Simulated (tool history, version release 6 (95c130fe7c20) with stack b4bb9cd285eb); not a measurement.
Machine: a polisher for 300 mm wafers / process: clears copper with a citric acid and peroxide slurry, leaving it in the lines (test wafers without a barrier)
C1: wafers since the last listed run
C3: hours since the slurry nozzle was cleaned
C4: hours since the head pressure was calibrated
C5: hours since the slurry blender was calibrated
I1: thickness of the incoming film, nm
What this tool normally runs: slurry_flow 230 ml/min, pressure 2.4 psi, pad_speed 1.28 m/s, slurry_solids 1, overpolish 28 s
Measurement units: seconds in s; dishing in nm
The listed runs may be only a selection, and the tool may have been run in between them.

run 1 hour=0 | slurry_flow=230 pressure=2.4 pad_speed=1.28 slurry_solids=1 overpolish=28 | C1=0 wafers_polished_on_this_pad=1028 C3=260.9 C4=1228.8 C5=233.9 | I1=200.2 | seconds=86.9 dishing=41.2
run 2 hour=10.5 | slurry_flow=230 pressure=2.4 pad_speed=1.28 slurry_solids=1 overpolish=28 | C1=80 wafers_polished_on_this_pad=1108 C3=271.4 C4=1239.3 C5=244.4 | I1=202.1 | seconds=88.7 dishing=39.1
run 3 hour=18.2 | slurry_flow=230 pressure=2.4 pad_speed=1.1 slurry_solids=1 overpolish=28 | C1=58 wafers_polished_on_this_pad=1167 C3=279.1 C4=1247 C5=252.1 | I1=200.9 | seconds=105.7 dishing=36.7
-- hour=28.6 worn pad replaced by a new one
run 4 hour=35.2 | slurry_flow=230 pressure=2.4 pad_speed=1.28 slurry_solids=1 overpolish=28 | C1=99 wafers_polished_on_this_pad=50 C3=296.1 C4=1264 C5=269.1 | I1=199 | seconds=83.6 dishing=42.8
run 5 hour=50.1 | slurry_flow=230 pressure=2.4 pad_speed=1.28 slurry_solids=1 overpolish=28 | C1=113 wafers_polished_on_this_pad=164 C3=311 C4=1278.9 C5=284 | I1=199.5 | seconds=82.8 dishing=42.9
run 6 hour=59.3 | slurry_flow=230 pressure=2.4 pad_speed=1.18 slurry_solids=1 overpolish=28 | C1=70 wafers_polished_on_this_pad=234 C3=320.2 C4=1288.1 C5=293.2 | I1=198.8 | seconds=88.5 dishing=39.8
run 7 hour=67 | slurry_flow=230 pressure=2.4 pad_speed=1.18 slurry_solids=1 overpolish=28 | C1=58 wafers_polished_on_this_pad=293 C3=327.9 C4=1295.8 C5=300.9 | I1=202.1 | seconds=89.9 dishing=39.9
run 8 hour=78.9 | slurry_flow=230 pressure=2.4 pad_speed=1.28 slurry_solids=1 overpolish=28 | C1=90 wafers_polished_on_this_pad=384 C3=339.8 C4=1307.7 C5=312.8 | I1=199.5 | seconds=84 dishing=43.1
run 9 hour=95.3 | slurry_flow=230 pressure=2.4 pad_speed=1.28 slurry_solids=1 overpolish=28 | C1=125 wafers_polished_on_this_pad=509 C3=356.2 C4=1324.1 C5=329.2 | I1=200 | seconds=84.6 dishing=41.7
run 10 hour=111.7 | slurry_flow=170 pressure=2.4 pad_speed=1.56 slurry_solids=1 overpolish=28 | C1=125 wafers_polished_on_this_pad=634 C3=372.6 C4=1340.5 C5=345.6 | I1=204.4 | seconds=78 dishing=46.2
-- hour=120.6 head pressure recalibrated
run 11 hour=126 | slurry_flow=170 pressure=2.4 pad_speed=1.56 slurry_solids=1 overpolish=28 | C1=93 wafers_polished_on_this_pad=728 C3=386.9 C4=5.4 C5=359.9 | I1=199.8 | seconds=75.1 dishing=45.2
-- hour=134.2 slurry nozzle cleaned
run 12 hour=137.6 | slurry_flow=230 pressure=2.4 pad_speed=1.28 slurry_solids=1 overpolish=28 | C1=80 wafers_polished_on_this_pad=809 C3=3.4 C4=17 C5=371.5 | I1=202 | seconds=90.2 dishing=39.8
run 13 hour=147.6 | slurry_flow=230 pressure=2.4 pad_speed=1.28 slurry_solids=1 overpolish=18 | C1=76 wafers_polished_on_this_pad=885 C3=13.4 C4=27 C5=381.5 | I1=196.6 | seconds=87.4 dishing=27.9
run 14 hour=159.7 | slurry_flow=230 pressure=2.1 pad_speed=1.16 slurry_solids=1 overpolish=28 | C1=92 wafers_polished_on_this_pad=978 C3=25.5 C4=39.1 C5=393.6 | I1=198.6 | seconds=111 dishing=33.5
-- hour=173.5 worn pad replaced by a new one, of another model than before
run 15 hour=174 | slurry_flow=230 pressure=2.4 pad_speed=1.28 slurry_solids=1 overpolish=28 | C1=78 wafers_polished_on_this_pad=4 C3=39.8 C4=53.4 C5=407.9 | I1=199.5 | seconds=80.5 dishing=43.4
run 16 hour=177.9 | slurry_flow=255 pressure=2 pad_speed=1.28 slurry_solids=1 overpolish=28 | C1=29 wafers_polished_on_this_pad=33 C3=43.7 C4=57.3 C5=411.8 | I1=199.3 | seconds=89.7 dishing=40.4
-- hour=187.4 slurry blender recalibrated
run 17 hour=191.4 | slurry_flow=230 pressure=2.4 pad_speed=1.1 slurry_solids=1 overpolish=28 | C1=87 wafers_polished_on_this_pad=121 C3=57.2 C4=70.8 C5=4 | I1=201.1 | seconds=90.1 dishing=40
run 18 hour=206.9 | slurry_flow=255 pressure=2.9 pad_speed=1.28 slurry_solids=1 overpolish=28 | C1=118 wafers_polished_on_this_pad=240 C3=72.7 C4=86.3 C5=19.5 | I1=200.8 | seconds=73.6 dishing=48.9
run 19 hour=215.5 | slurry_flow=230 pressure=2.4 pad_speed=1.28 slurry_solids=0.9 overpolish=28 | C1=65 wafers_polished_on_this_pad=305 C3=81.3 C4=94.9 C5=28.1 | I1=200 | seconds=83.9 dishing=40.9
run 20 hour=232 | slurry_flow=285 pressure=2.4 pad_speed=1.28 slurry_solids=0.8 overpolish=28 | C1=126 wafers_polished_on_this_pad=431 C3=97.8 C4=111.4 C5=44.6 | I1=202.3 | seconds=89.8 dishing=40.5
run 21 hour=246.4 | slurry_flow=200 pressure=2.4 pad_speed=1.02 slurry_solids=1 overpolish=28 | C1=109 wafers_polished_on_this_pad=541 C3=112.2 C4=125.8 C5=59 | I1=200.5 | seconds=100 dishing=35.9
run 22 hour=258.1 | slurry_flow=230 pressure=2.4 pad_speed=1.48 slurry_solids=1 overpolish=36 | C1=89 wafers_polished_on_this_pad=631 C3=123.9 C4=137.5 C5=70.7 | I1=196.3 | seconds=77.8 dishing=51.8
run 23 hour=267 | slurry_flow=230 pressure=1.9 pad_speed=1.28 slurry_solids=1.2 overpolish=28 | C1=67 wafers_polished_on_this_pad=699 C3=132.8 C4=146.4 C5=79.6 | I1=202.5 | seconds=99 dishing=38.6
run 24 hour=273.8 | slurry_flow=255 pressure=2.9 pad_speed=1.28 slurry_solids=1 overpolish=28 | C1=51 wafers_polished_on_this_pad=751 C3=139.6 C4=153.2 C5=86.4 | I1=198.5 | seconds=76.4 dishing=45.7

Take each entry between the runs: how does the hidden state at the last listed run before it differ from the hidden state at the first listed run after it?
Runs 3 to 4: worn pad replaced by a new one (hour 28.6)
  removal rate lost through wear of the pad, %: 11.1 -> 2.67
  measured value less the no-hidden-state value, seconds: +11.7 -> +2.3 s; dishing: -3.6 -> -0.9 nm
Runs 10 to 11: head pressure recalibrated (hour 120.6)
  removal rate lost through wear of the pad, %: 8.06 -> 9.07
  measured value less the no-hidden-state value, seconds: +6.3 -> +6.8 s; dishing: -3 -> -3.3 nm
Runs 11 to 12: slurry nozzle cleaned (hour 134.2)
  removal rate lost through wear of the pad, %: 9.07 -> 9.89
  measured value less the no-hidden-state value, seconds: +6.8 -> +9 s; dishing: -3.3 -> -3.3 nm
Runs 14 to 15: worn pad replaced by a new one, of another model than before (hour 173.5)
  removal rate lost through wear of the pad, %: 11.4 -> 1.41
  measured value less the no-hidden-state value, seconds: +12.7 -> +1.2 s; dishing: -3.4 -> -0.5 nm
Runs 16 to 17: slurry blender recalibrated (hour 187.4)
  removal rate lost through wear of the pad, %: 1.69 -> 2.64
  measured value less the no-hidden-state value, seconds: +1.5 -> +2.4 s; dishing: -0.5 -> -0.9 nm
